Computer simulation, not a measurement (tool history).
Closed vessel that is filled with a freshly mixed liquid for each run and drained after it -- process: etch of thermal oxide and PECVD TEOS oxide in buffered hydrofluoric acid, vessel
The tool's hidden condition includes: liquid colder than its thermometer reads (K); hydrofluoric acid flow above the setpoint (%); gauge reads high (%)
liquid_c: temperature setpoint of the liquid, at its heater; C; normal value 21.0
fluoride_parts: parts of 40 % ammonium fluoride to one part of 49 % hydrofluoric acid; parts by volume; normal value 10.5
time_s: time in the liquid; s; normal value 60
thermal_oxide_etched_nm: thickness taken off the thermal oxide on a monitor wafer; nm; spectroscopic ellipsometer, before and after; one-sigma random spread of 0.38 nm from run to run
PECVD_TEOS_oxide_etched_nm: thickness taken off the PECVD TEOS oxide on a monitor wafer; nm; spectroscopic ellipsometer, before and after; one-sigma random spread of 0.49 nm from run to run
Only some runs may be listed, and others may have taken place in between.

| run | day | liquid_c | fluoride_parts | time_s | wafers since the last listed run | hours since the thermometer was replaced | hours since the hydrofluoric acid flow meter was replaced | hours since the gauge calibration | read-back film thickness of the thermal oxide reference wafer, read on the same gauge (nm) | read-back film thickness of the PECVD TEOS oxide reference wafer, read on the same gauge (nm) | thermal_oxide_etched_nm | PECVD_TEOS_oxide_etched_nm |
|---|---|---|---|---|---|---|---|---|---|---|---|---|
| 1 | 0.000 | 21.0 | 10.5 | 60 | 0 | 1833.2 | 853.2 | 34.4 | 50.01 | 30.00 | 53.21 | 81.05 |
| 2 | 3.217 | 18.5 | 10.5 | 60 | 7839 | 1910.4 | 930.4 | 111.6 | 49.98 | 29.97 | 46.11 | 70.00 |
| 3 | 5.392 | 18.5 | 10.5 | 60 | 5300 | 1962.6 | 982.6 | 163.8 | 49.98 | 30.00 | 45.50 | 69.43 |
| 4 | 9.729 | 21.0 | 8.0 | 60 | 10570 | 2066.7 | 1086.7 | 267.9 | 50.00 | 29.99 | 66.91 | 101.31 |
|  | 10.425 | hydrofluoric acid flow meter replaced |
| 5 | 12.788 | 21.0 | 10.5 | 60 | 7351 | 2140.1 | 56.7 | 341.3 | 49.98 | 30.02 | 51.91 | 79.30 |
|  | 12.921 | thermometer replaced |
| 6 | 14.938 | 21.0 | 7.0 | 75 | 5138 | 48.4 | 108.3 | 392.9 | 49.98 | 30.01 | 100.62 | 154.97 |
| 7 | 26.417 | 17.0 | 12.5 | 50 | 27975 | 323.9 | 383.8 | 668.4 | 49.99 | 30.01 | 30.77 | 46.78 |
| 8 | 30.583 | 23.5 | 9.5 | 95 | 10154 | 423.9 | 483.8 | 768.4 | 50.02 | 30.00 | 106.17 | 162.60 |
| 9 | 34.150 | 17.0 | 10.5 | 60 | 8692 | 509.5 | 569.4 | 854.0 | 49.98 | 30.00 | 42.74 | 66.19 |
| 10 | 38.596 | 17.0 | 13.5 | 35 | 10834 | 616.2 | 676.1 | 960.7 | 50.04 | 30.03 | 19.72 | 30.09 |
| 11 | 42.217 | 17.5 | 10.5 | 35 | 8824 | 703.1 | 763.0 | 1047.6 | 49.97 | 30.01 | 26.08 | 39.79 |
| 12 | 46.271 | 21.0 | 10.5 | 60 | 9880 | 800.4 | 860.3 | 1144.9 | 50.03 | 29.99 | 54.63 | 81.93 |
| 13 | 47.825 | 19.0 | 13.0 | 45 | 3787 | 837.7 | 897.6 | 1182.2 | 50.01 | 29.99 | 29.68 | 44.81 |
| 14 | 52.125 | 23.5 | 9.5 | 95 | 10479 | 940.9 | 1000.8 | 1285.4 | 49.96 | 29.99 | 105.79 | 160.62 |
| 15 | 53.758 | 19.0 | 9.5 | 60 | 3980 | 980.1 | 1040.0 | 1324.6 | 50.03 | 29.99 | 51.76 | 78.98 |
|  | 56.654 | hydrofluoric acid flow meter replaced |
| 16 | 57.479 | 19.5 | 10.5 | 60 | 8966 | 1069.4 | 19.8 | 1413.9 | 49.96 | 30.00 | 48.76 | 74.51 |
| 17 | 59.242 | 21.0 | 10.5 | 45 | 4295 | 1111.7 | 62.1 | 1456.2 | 50.04 | 29.99 | 40.05 | 61.02 |
| 18 | 62.633 | 18.5 | 10.5 | 60 | 8265 | 1193.1 | 143.5 | 1537.6 | 49.98 | 30.01 | 46.20 | 71.35 |
| 19 | 64.617 | 23.5 | 14.0 | 60 | 4833 | 1240.7 | 191.1 | 1585.2 | 49.98 | 29.99 | 46.15 | 70.23 |
| 20 | 66.333 | 17.0 | 7.5 | 40 | 4183 | 1281.9 | 232.3 | 1626.4 | 50.01 | 30.02 | 39.14 | 59.41 |
| 21 | 69.417 | 23.5 | 9.0 | 70 | 7514 | 1355.9 | 306.3 | 1700.4 | 49.97 | 29.97 | 80.22 | 122.68 |
| 22 | 72.783 | 21.0 | 10.5 | 60 | 8204 | 1436.7 | 387.1 | 1781.2 | 50.02 | 30.00 | 53.19 | 81.52 |
| 23 | 76.675 | 21.0 | 10.5 | 60 | 9484 | 1530.1 | 480.5 | 1874.6 | 50.01 | 30.00 | 53.56 | 80.88 |
| 24 | 78.400 | 18.0 | 12.0 | 70 | 4203 | 1571.5 | 521.9 | 1916.0 | 50.02 | 30.00 | 46.36 | 69.89 |
| 25 | 81.950 | 23.5 | 10.5 | 80 | 8651 | 1656.7 | 607.1 | 2001.2 | 50.04 | 30.00 | 81.86 | 123.33 |
| 26 | 85.342 | 26.0 | 14.5 | 90 | 8265 | 1738.1 | 688.5 | 2082.6 | 50.00 | 30.01 | 76.21 | 115.87 |

Forecast each of these 4 alternatives for the next run:
| A | 85.371 | 21.0 | 14.0 | 60 | 71 | 1738.8 | 689.2 | 2083.3 | ? | ? | ? | ? |
| B | 85.371 | 21.0 | 7.5 | 95 | 71 | 1738.8 | 689.2 | 2083.3 | ? | ? | ? | ? |
| C | 85.371 | 24.0 | 12.5 | 60 | 71 | 1738.8 | 689.2 | 2083.3 | ? | ? | ? | ? |
| D | 85.371 | 21.0 | 10.5 | 40 | 71 | 1738.8 | 689.2 | 2083.3 | ? | ? | ? | ? |

| run | read-back film thickness of the thermal oxide reference wafer, read on the same gauge (nm) | read-back film thickness of the PECVD TEOS oxide reference wafer, read on the same gauge (nm) | thermal_oxide_etched_nm | PECVD_TEOS_oxide_etched_nm |
|---|---|---|---|---|
| A | 50.02 | 30.00 | 40.13 | 60.98 |
| B | 50.02 | 30.00 | 114.95 | 174.70 |
| C | 50.02 | 30.00 | 52.94 | 80.46 |
| D | 50.02 | 30.00 | 35.45 | 53.87 |
With no hidden state in the tool, these same runs would have given:
| run | thermal_oxide_etched_nm | PECVD_TEOS_oxide_etched_nm |
|---|---|---|
| A | 41.56 | 63.16 |
| B | 119.06 | 180.93 |
| C | 54.80 | 83.28 |
| D | 36.71 | 55.79 |

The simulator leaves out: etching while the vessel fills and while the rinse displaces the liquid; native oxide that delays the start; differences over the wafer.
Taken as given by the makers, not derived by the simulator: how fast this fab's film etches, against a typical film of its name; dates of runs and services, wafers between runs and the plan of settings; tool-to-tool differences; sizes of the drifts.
